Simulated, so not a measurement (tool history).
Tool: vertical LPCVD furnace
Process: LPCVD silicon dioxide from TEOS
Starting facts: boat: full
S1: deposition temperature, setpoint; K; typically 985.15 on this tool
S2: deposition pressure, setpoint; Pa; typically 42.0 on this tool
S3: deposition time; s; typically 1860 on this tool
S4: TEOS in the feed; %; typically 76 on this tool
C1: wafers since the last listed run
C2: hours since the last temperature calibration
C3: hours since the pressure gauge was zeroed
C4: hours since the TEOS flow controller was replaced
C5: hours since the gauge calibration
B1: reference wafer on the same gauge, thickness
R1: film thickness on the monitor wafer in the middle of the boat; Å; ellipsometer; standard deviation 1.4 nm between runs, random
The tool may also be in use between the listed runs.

| run | hour | S1 | S2 | S3 | S4 | C1 | C2 | C3 | C4 | C5 | B1 | R1 |
|---|---|---|---|---|---|---|---|---|---|---|---|---|
| 1 | 0.0 | 985.15 | 42.0 | 1860 | 76 | 0 | 1981.3 | 419.9 | 5347.9 | 1197.5 | 289.02 | 3457.2 |
| 2 | 58.6 | 985.15 | 42.0 | 1860 | 76 | 995 | 2039.9 | 478.5 | 5406.5 | 1256.1 | 289.37 | 3457.7 |
| 3 | 128.4 | 985.15 | 46.0 | 1860 | 76 | 1186 | 2109.7 | 548.3 | 5476.3 | 1325.9 | 289.16 | 3639.9 |
| 4 | 197.7 | 985.15 | 42.0 | 1860 | 76 | 1177 | 2179.0 | 617.6 | 5545.6 | 1395.2 | 288.97 | 3472.6 |
| 5 | 229.0 | 985.15 | 47.3 | 1860 | 76 | 531 | 2210.3 | 648.9 | 5576.9 | 1426.5 | 288.76 | 3686.4 |
| 6 | 267.3 | 985.15 | 42.0 | 1860 | 72 | 650 | 2248.6 | 687.2 | 5615.2 | 1464.8 | 288.99 | 3414.9 |
| 7 | 327.3 | 985.15 | 42.0 | 1860 | 72 | 1019 | 2308.6 | 747.2 | 5675.2 | 1524.8 | 288.91 | 3406.4 |
|  | 360.1 | TEOS flow controller replaced |
| 8 | 384.8 | 985.15 | 42.0 | 1860 | 72 | 569 | 2366.1 | 804.7 | 24.7 | 1582.3 | 288.90 | 3418.9 |
| 9 | 413.9 | 985.15 | 42.0 | 1350 | 76 | 494 | 2395.2 | 833.8 | 53.8 | 1611.4 | 289.10 | 2535.7 |
| 10 | 449.7 | 985.15 | 42.0 | 1350 | 76 | 608 | 2431.0 | 869.6 | 89.6 | 1647.2 | 288.57 | 2548.9 |
| 11 | 497.7 | 985.15 | 42.0 | 1860 | 76 | 815 | 2479.0 | 917.6 | 137.6 | 1695.2 | 288.93 | 3510.9 |
| 12 | 556.5 | 985.15 | 42.0 | 1860 | 76 | 999 | 2537.8 | 976.4 | 196.4 | 1754.0 | 288.75 | 3531.3 |
| 13 | 603.9 | 995.15 | 48.0 | 1410 | 76 | 805 | 2585.2 | 1023.8 | 243.8 | 1801.4 | 288.81 | 3557.6 |
|  | 683.1 | thermocouples replaced and temperature profile calibrated |
| 14 | 683.6 | 985.15 | 42.0 | 1860 | 83 | 946 | 0.5 | 1103.5 | 323.5 | 1881.1 | 289.05 | 3509.4 |
| 15 | 728.2 | 985.15 | 42.0 | 1860 | 76 | 758 | 45.1 | 1148.1 | 368.1 | 1925.7 | 289.14 | 3352.9 |
| 16 | 841.5 | 980.15 | 38.7 | 2520 | 85 | 1925 | 158.4 | 1261.4 | 481.4 | 2039.0 | 288.99 | 4136.5 |
| 17 | 877.6 | 985.15 | 42.0 | 1860 | 76 | 613 | 194.5 | 1297.5 | 517.5 | 2075.1 | 289.04 | 3397.2 |
| 18 | 948.4 | 985.15 | 42.0 | 1860 | 76 | 1203 | 265.3 | 1368.3 | 588.3 | 2145.9 | 288.44 | 3373.1 |
|  | 949.5 | gauge calibrated |
| 19 | 987.7 | 990.15 | 42.0 | 1650 | 76 | 667 | 304.6 | 1407.6 | 627.6 | 38.2 | 289.10 | 3342.8 |
| 20 | 1147.6 | 985.15 | 42.0 | 1290 | 80 | 2717 | 464.5 | 1567.5 | 787.5 | 198.1 | 289.24 | 2428.4 |
|  | 1225.6 | pressure gauge zeroed |
| 21 | 1347.8 | 995.15 | 48.0 | 1410 | 76 | 2994 | 664.7 | 122.2 | 987.7 | 398.3 | 289.22 | 3419.0 |
| 22 | 1372.3 | 985.15 | 42.0 | 1860 | 76 | 416 | 689.2 | 146.7 | 1012.2 | 422.8 | 289.00 | 3352.0 |
| 23 | 1567.4 | 997.15 | 42.0 | 1290 | 76 | 3315 | 884.3 | 341.8 | 1207.3 | 617.9 | 288.93 | 3086.7 |
| 24 | 1615.6 | 985.15 | 44.7 | 2070 | 61 | 819 | 932.5 | 390.0 | 1255.5 | 666.1 | 289.06 | 3500.5 |
| 25 | 1649.4 | 985.15 | 42.0 | 1860 | 65 | 574 | 966.3 | 423.8 | 1289.3 | 699.9 | 289.38 | 3130.2 |
| 26 | 1685.7 | 992.15 | 48.7 | 2280 | 67 | 616 | 1002.6 | 460.1 | 1325.6 | 736.2 | 289.38 | 4929.7 |
| 27 | 1725.4 | 985.15 | 42.0 | 1860 | 76 | 674 | 1042.3 | 499.8 | 1365.3 | 775.9 | 289.19 | 3415.9 |
| 28 | 1760.5 | 973.15 | 50.7 | 1860 | 64 | 596 | 1077.4 | 534.9 | 1400.4 | 811.0 | 288.86 | 2597.0 |
| 29 | 1826.8 | 995.15 | 32.7 | 2160 | 81 | 1126 | 1143.7 | 601.2 | 1466.7 | 877.3 | 289.09 | 4503.0 |
| 30 | 1882.4 | 985.15 | 51.3 | 1350 | 76 | 944 | 1199.3 | 656.8 | 1522.3 | 932.9 | 288.94 | 2738.9 |
| 31 | 1914.7 | 981.15 | 42.0 | 2370 | 76 | 548 | 1231.6 | 689.1 | 1554.6 | 965.2 | 289.00 | 3989.4 |

List, for all runs, the conditions of the tool that the log does not record:
deviation of the TEOS flow from its setpoint, %: 0 in every run
gauge reads high (%): 0 in every run
H1: true tube temperature minus thermocouple reading, K
H2: true pressure minus gauge reading, mTorr
| run | H1 | H2 |
|---|---|---|
| 1 | 2.08 | -0.169 |
| 2 | 2.14 | 0.31 |
| 3 | 2.2 | 0.882 |
| 4 | 2.27 | 1.45 |
| 5 | 2.3 | 1.7 |
| 6 | 2.34 | 2.02 |
| 7 | 2.39 | 2.51 |
| 8 | 2.45 | 2.98 |
| 9 | 2.48 | 3.22 |
| 10 | 2.51 | 3.51 |
| 11 | 2.56 | 3.9 |
| 12 | 2.61 | 4.38 |
| 13 | 2.66 | 4.77 |
| 14 | 0.33 | 5.42 |
| 15 | 0.373 | 5.79 |
| 16 | 0.482 | 6.72 |
| 17 | 0.516 | 7.01 |
| 18 | 0.584 | 7.59 |
| 19 | 0.622 | 7.91 |
| 20 | 0.775 | 9.22 |
| 21 | 0.967 | -0.672 |
| 22 | 0.991 | -0.471 |
| 23 | 1.18 | 1.13 |
| 24 | 1.22 | 1.52 |
| 25 | 1.26 | 1.8 |
| 26 | 1.29 | 2.09 |
| 27 | 1.33 | 2.42 |
| 28 | 1.36 | 2.7 |
| 29 | 1.43 | 3.25 |
| 30 | 1.48 | 3.7 |
| 31 | 1.51 | 3.97 |
